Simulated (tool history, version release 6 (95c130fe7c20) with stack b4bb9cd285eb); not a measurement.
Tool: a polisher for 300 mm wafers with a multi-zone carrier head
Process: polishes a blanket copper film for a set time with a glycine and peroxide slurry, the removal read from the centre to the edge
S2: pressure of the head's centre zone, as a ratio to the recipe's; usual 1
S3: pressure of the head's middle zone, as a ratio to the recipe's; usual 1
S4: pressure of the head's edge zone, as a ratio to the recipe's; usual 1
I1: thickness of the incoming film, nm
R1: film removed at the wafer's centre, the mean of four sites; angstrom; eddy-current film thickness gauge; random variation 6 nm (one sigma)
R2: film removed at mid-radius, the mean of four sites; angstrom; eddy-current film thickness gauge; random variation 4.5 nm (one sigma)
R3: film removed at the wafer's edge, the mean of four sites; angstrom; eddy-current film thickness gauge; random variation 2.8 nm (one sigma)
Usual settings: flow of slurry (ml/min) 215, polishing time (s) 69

Run 1, hour 0: usual settings but S4 1.1; I1 1175.6. Result: R1 3872 angstrom, R2 3959 angstrom, R3 4250 angstrom.
Run 2, hour 100.6: usual settings; I1 1196. Result: R1 3802 angstrom, R2 3951 angstrom, R3 3819 angstrom.
At hour 179.1: slurry nozzle cleaned.
At hour 209.4: worn pad replaced by a new one.
Run 3, hour 391.6: usual settings; I1 1160.6. Result: R1 3686 angstrom, R2 3860 angstrom, R3 3853 angstrom.
At hour 401.1: centre zone pressure recalibrated.
Run 4, hour 483.4: usual settings but polishing time (s) 54; I1 1187.6. Result: R1 2929 angstrom, R2 3013 angstrom, R3 2997 angstrom.
Run 5, hour 520.5: usual settings but S4 1.04, polishing time (s) 86; I1 1199.9. Result: R1 4696 angstrom, R2 4784 angstrom, R3 4832 angstrom.
At hour 575.9: worn pad replaced by a new one.
Run 6, hour 597.9: usual settings; I1 1190.4. Result: R1 3993 angstrom, R2 4190 angstrom, R3 4137 angstrom.
Run 7, hour 658.5: usual settings; I1 1170.9. Result: R1 3897 angstrom, R2 4048 angstrom, R3 3992 angstrom.
Run 8, hour 739.5: usual settings; I1 1159.1. Result: R1 3758 angstrom, R2 3873 angstrom, R3 3878 angstrom.
Run 9, hour 836: usual settings but flow of slurry (ml/min) 245, S2 1.1; I1 1185.1. Result: R1 4077 angstrom, R2 3882 angstrom, R3 3831 angstrom.
Run 10, hour 926.4: usual settings but S4 1.07; I1 1174.2. Result: R1 3709 angstrom, R2 3787 angstrom, R3 3903 angstrom.
At hour 933: worn pad replaced by a new one.
At hour 933.5: carrier head's membrane replaced by a new one, of another model than before.
Run 11, hour 1004.9: usual settings; I1 1173.6. Result: R1 3853 angstrom, R2 4069 angstrom, R3 4062 angstrom.
Run 12, hour 1090.1: usual settings but flow of slurry (ml/min) 235; I1 1191.9. Result: R1 3671 angstrom, R2 3948 angstrom, R3 3939 angstrom.
At hour 1110.7: centre zone pressure recalibrated.
At hour 1189.8: slurry nozzle cleaned.
Run 13, hour 1191.1: usual settings but S2 0.93; I1 1195.9. Result: R1 3280 angstrom, R2 3866 angstrom, R3 3829 angstrom.
At hour 1216: edge zone pressure recalibrated.
At hour 1235.7: worn pad replaced by a new one.
Run 14, hour 1287.6: usual settings but S2 1.08, S3 0.96, polishing time (s) 61; I1 1181.7. Result: R1 3762 angstrom, R2 3471 angstrom, R3 3575 angstrom.
Run 15, hour 1498.2: usual settings; I1 1194.1. Result: R1 3698 angstrom, R2 3804 angstrom, R3 3776 angstrom.
At hour 1530.5: worn pad replaced by a new one.
Run 16, hour 1600.2: usual settings but S2 0.94; I1 1182.4. Result: R1 3534 angstrom, R2 4039 angstrom, R3 4006 angstrom.

The tool's hidden state at each run:
slurry flow missing at the pad, %: 0 in every run
deviation of the centre zone's pressure from its setpoint, %: 0 in every run
deviation of the edge zone's pressure from its setpoint, %: 0 in every run
H1: removal rate lost through wear of the pad, %
run    H1
  1  5.63
  2  9.16
  3  9.67
  4  10.8
  5  11.1
  6  2.79
  7  6.65
  8  9.33
  9  10.7
 10  11.3
 11  5.69
 12  8.76
 13  10.3
 14  5.95
 15  11.7
 16  6.15

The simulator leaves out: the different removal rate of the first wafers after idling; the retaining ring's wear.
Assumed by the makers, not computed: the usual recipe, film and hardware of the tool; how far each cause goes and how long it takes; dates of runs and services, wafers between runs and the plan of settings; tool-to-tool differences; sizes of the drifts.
